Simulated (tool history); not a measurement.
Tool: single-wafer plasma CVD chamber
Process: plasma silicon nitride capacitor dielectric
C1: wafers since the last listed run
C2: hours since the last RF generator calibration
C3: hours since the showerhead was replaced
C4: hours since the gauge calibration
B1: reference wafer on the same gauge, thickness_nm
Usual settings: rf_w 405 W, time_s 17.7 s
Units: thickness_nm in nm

{"run": 1, "hour": 0.0, "rf_w": 405, "time_s": 17.7, "C1": 0, "C2": 1500.3, "C3": 115, "C4": 747.1, "B1": 29.24, "thickness_nm": 24.541}
{"run": 2, "hour": 90.1, "rf_w": 455, "time_s": 17.7, "C1": 1927, "C2": 1590.4, "C3": 205.1, "C4": 837.2, "B1": 29.358, "thickness_nm": 25.319}
{"run": 3, "hour": 167.2, "rf_w": 405, "time_s": 17.7, "C1": 1649, "C2": 1667.5, "C3": 282.2, "C4": 914.3, "B1": 29.338, "thickness_nm": 24.448}
{"run": 4, "hour": 219.1, "rf_w": 405, "time_s": 17.7, "C1": 1110, "C2": 1719.4, "C3": 334.1, "C4": 966.2, "B1": 29.325, "thickness_nm": 24.587}
{"hour": 266.6, "done": "RF generator calibrated"}
{"run": 5, "hour": 295.8, "rf_w": 405, "time_s": 17.7, "C1": 1469, "C2": 29.2, "C3": 410.8, "C4": 1042.9, "B1": 29.324, "thickness_nm": 25.354}
{"run": 6, "hour": 391.3, "rf_w": 405, "time_s": 19.2, "C1": 2043, "C2": 124.7, "C3": 506.3, "C4": 1138.4, "B1": 29.323, "thickness_nm": 27.19}
{"run": 7, "hour": 438.5, "rf_w": 405, "time_s": 19.2, "C1": 1009, "C2": 171.9, "C3": 553.5, "C4": 1185.6, "B1": 29.328, "thickness_nm": 27.058}
{"run": 8, "hour": 517.6, "rf_w": 405, "time_s": 17.7, "C1": 1692, "C2": 251, "C3": 632.6, "C4": 1264.7, "B1": 29.311, "thickness_nm": 24.977}
{"run": 9, "hour": 623.2, "rf_w": 405, "time_s": 17.7, "C1": 2259, "C2": 356.6, "C3": 738.2, "C4": 1370.3, "B1": 29.318, "thickness_nm": 24.922}
{"run": 10, "hour": 677.5, "rf_w": 405, "time_s": 17.7, "C1": 1161, "C2": 410.9, "C3": 792.5, "C4": 1424.6, "B1": 29.292, "thickness_nm": 24.959}
{"run": 11, "hour": 735.7, "rf_w": 405, "time_s": 17.7, "C1": 1245, "C2": 469.1, "C3": 850.7, "C4": 1482.8, "B1": 29.311, "thickness_nm": 24.901}
{"run": 12, "hour": 835.8, "rf_w": 405, "time_s": 17.7, "C1": 2141, "C2": 569.2, "C3": 950.8, "C4": 1582.9, "B1": 29.289, "thickness_nm": 24.756}
{"run": 13, "hour": 882.3, "rf_w": 405, "time_s": 17.7, "C1": 994, "C2": 615.7, "C3": 997.3, "C4": 1629.4, "B1": 29.277, "thickness_nm": 25.124}
{"run": 14, "hour": 943.0, "rf_w": 405, "time_s": 17.7, "C1": 1298, "C2": 676.4, "C3": 1058, "C4": 1690.1, "B1": 29.379, "thickness_nm": 25.312}
{"run": 15, "hour": 980.6, "rf_w": 405, "time_s": 17.7, "C1": 804, "C2": 714, "C3": 1095.6, "C4": 1727.7, "B1": 29.307, "thickness_nm": 24.913}
{"run": 16, "hour": 1060.4, "rf_w": 405, "time_s": 17.7, "C1": 1707, "C2": 793.8, "C3": 1175.4, "C4": 1807.5, "B1": 29.349, "thickness_nm": 25.121}
{"run": 17, "hour": 1146.3, "rf_w": 405, "time_s": 17.7, "C1": 1837, "C2": 879.7, "C3": 1261.3, "C4": 1893.4, "B1": 29.267, "thickness_nm": 24.976}
{"run": 18, "hour": 1218.1, "rf_w": 365, "time_s": 17.7, "C1": 1536, "C2": 951.5, "C3": 1333.1, "C4": 1965.2, "B1": 29.253, "thickness_nm": 24.115}
{"run": 19, "hour": 1289.9, "rf_w": 365, "time_s": 17.7, "C1": 1536, "C2": 1023.3, "C3": 1404.9, "C4": 2037, "B1": 29.287, "thickness_nm": 24.091}
{"run": 20, "hour": 1365.9, "rf_w": 430, "time_s": 15.4, "C1": 1625, "C2": 1099.3, "C3": 1480.9, "C4": 2113, "B1": 29.271, "thickness_nm": 21.915}
{"run": 21, "hour": 1440.4, "rf_w": 405, "time_s": 17.7, "C1": 1593, "C2": 1173.8, "C3": 1555.4, "C4": 2187.5, "B1": 29.254, "thickness_nm": 24.866}
{"run": 22, "hour": 1500.0, "rf_w": 405, "time_s": 19.4, "C1": 1275, "C2": 1233.4, "C3": 1615, "C4": 2247.1, "B1": 29.373, "thickness_nm": 27.149}
{"run": 23, "hour": 1604.5, "rf_w": 380, "time_s": 16.7, "C1": 2235, "C2": 1337.9, "C3": 1719.5, "C4": 2351.6, "B1": 29.337, "thickness_nm": 22.907}
{"run": 24, "hour": 1680.9, "rf_w": 405, "time_s": 20, "C1": 1634, "C2": 1414.3, "C3": 1795.9, "C4": 2428, "B1": 29.348, "thickness_nm": 27.732}
{"run": 25, "hour": 1779.2, "rf_w": 405, "time_s": 17.7, "C1": 2103, "C2": 1512.6, "C3": 1894.2, "C4": 2526.3, "B1": 29.301, "thickness_nm": 24.643}
{"run": 26, "hour": 1873.8, "rf_w": 405, "time_s": 15.2, "C1": 2023, "C2": 1607.2, "C3": 1988.8, "C4": 2620.9, "B1": 29.298, "thickness_nm": 21.108}
{"hour": 2090.8, "done": "RF generator calibrated"}
{"run": 27, "hour": 2124.6, "rf_w": 405, "time_s": 17.7, "C1": 5194, "C2": 33.8, "C3": 2239.6, "C4": 2871.7, "B1": 29.319, "thickness_nm": 24.983}
{"run": 28, "hour": 2194.9, "rf_w": 405, "time_s": 17.7, "C1": 1503, "C2": 104.1, "C3": 2309.9, "C4": 2942, "B1": 29.241, "thickness_nm": 25.055}
{"run": 29, "hour": 2246.3, "rf_w": 405, "time_s": 19.2, "C1": 1099, "C2": 155.5, "C3": 2361.3, "C4": 2993.4, "B1": 29.253, "thickness_nm": 27.144}
{"run": 30, "hour": 2308.0, "rf_w": 450, "time_s": 15.7, "C1": 1319, "C2": 217.2, "C3": 2423, "C4": 3055.1, "B1": 29.276, "thickness_nm": 22.938}
{"run": 31, "hour": 2396.4, "rf_w": 425, "time_s": 17.7, "C1": 1891, "C2": 305.6, "C3": 2511.4, "C4": 3143.5, "B1": 29.247, "thickness_nm": 25.498}
{"hour": 2424.9, "done": "gauge calibrated"}
{"run": 32, "hour": 2462.2, "rf_w": 465, "time_s": 15.7, "C1": 1407, "C2": 371.4, "C3": 2577.2, "C4": 37.3, "B1": 29.2, "thickness_nm": 23.178}
{"run": 33, "hour": 2519.4, "rf_w": 405, "time_s": 17.7, "C1": 1223, "C2": 428.6, "C3": 2634.4, "C4": 94.5, "B1": 29.232, "thickness_nm": 25.061}
{"run": 34, "hour": 2594.3, "rf_w": 405, "time_s": 17.7, "C1": 1602, "C2": 503.5, "C3": 2709.3, "C4": 169.4, "B1": 29.315, "thickness_nm": 24.938}
{"hour": 2669.9, "done": "showerhead replaced"}
{"run": 35, "hour": 2698.0, "rf_w": 480, "time_s": 14.4, "C1": 2047, "C2": 607.2, "C3": 28.1, "C4": 273.1, "B1": 29.311, "thickness_nm": 21.633}
{"run": 36, "hour": 2791.3, "rf_w": 445, "time_s": 14.4, "C1": 1996, "C2": 700.5, "C3": 121.4, "C4": 366.4, "B1": 29.288, "thickness_nm": 20.915}
{"run": 37, "hour": 2896.5, "rf_w": 370, "time_s": 17.7, "C1": 2250, "C2": 805.7, "C3": 226.6, "C4": 471.6, "B1": 29.312, "thickness_nm": 24.246}
{"run": 38, "hour": 2962.0, "rf_w": 405, "time_s": 17.7, "C1": 1401, "C2": 871.2, "C3": 292.1, "C4": 537.1, "B1": 29.383, "thickness_nm": 24.918}
{"run": 39, "hour": 3035.1, "rf_w": 405, "time_s": 17.7, "C1": 1563, "C2": 944.3, "C3": 365.2, "C4": 610.2, "B1": 29.301, "thickness_nm": 24.66}
{"run": 40, "hour": 3073.7, "rf_w": 470, "time_s": 17.7, "C1": 825, "C2": 982.9, "C3": 403.8, "C4": 648.8, "B1": 29.288, "thickness_nm": 25.994}
{"run": 41, "hour": 3131.5, "rf_w": 365, "time_s": 18.7, "C1": 1236, "C2": 1040.7, "C3": 461.6, "C4": 706.6, "B1": 29.274, "thickness_nm": 25.466}
{"run": 42, "hour": 3224.3, "rf_w": 405, "time_s": 17.7, "C1": 1985, "C2": 1133.5, "C3": 554.4, "C4": 799.4, "B1": 29.244, "thickness_nm": 24.698}
{"run": 43, "hour": 3322.0, "rf_w": 435, "time_s": 18.9, "C1": 2090, "C2": 1231.2, "C3": 652.1, "C4": 897.1, "B1": 29.273, "thickness_nm": 26.974}
{"run": 44, "hour": 3395.5, "rf_w": 350, "time_s": 16.6, "C1": 1572, "C2": 1304.7, "C3": 725.6, "C4": 970.6, "B1": 29.278, "thickness_nm": 22.019}

Forecast each of these 4 alternatives for the next run:
{"run": "A", "hour": 3395.9, "rf_w": 405, "time_s": 15, "C1": 8, "C2": 1305.1, "C3": 726, "C4": 971, "B1": "?", "thickness_nm": "?"}
{"run": "B", "hour": 3395.9, "rf_w": 345, "time_s": 18.6, "C1": 8, "C2": 1305.1, "C3": 726, "C4": 971, "B1": "?", "thickness_nm": "?"}
{"run": "C", "hour": 3395.9, "rf_w": 475, "time_s": 15.4, "C1": 8, "C2": 1305.1, "C3": 726, "C4": 971, "B1": "?", "thickness_nm": "?"}
{"run": "D", "hour": 3395.9, "rf_w": 455, "time_s": 15.5, "C1": 8, "C2": 1305.1, "C3": 726, "C4": 971, "B1": "?", "thickness_nm": "?"}

run=A B1=29.227 thickness_nm=21.034
run=B B1=29.227 thickness_nm=24.787
run=C B1=29.227 thickness_nm=22.707
run=D B1=29.227 thickness_nm=22.548
Without the tool's hidden state the same runs would have given:
run=A thickness_nm=21.395
run=B thickness_nm=25.213
run=C thickness_nm=23.097
run=D thickness_nm=22.935

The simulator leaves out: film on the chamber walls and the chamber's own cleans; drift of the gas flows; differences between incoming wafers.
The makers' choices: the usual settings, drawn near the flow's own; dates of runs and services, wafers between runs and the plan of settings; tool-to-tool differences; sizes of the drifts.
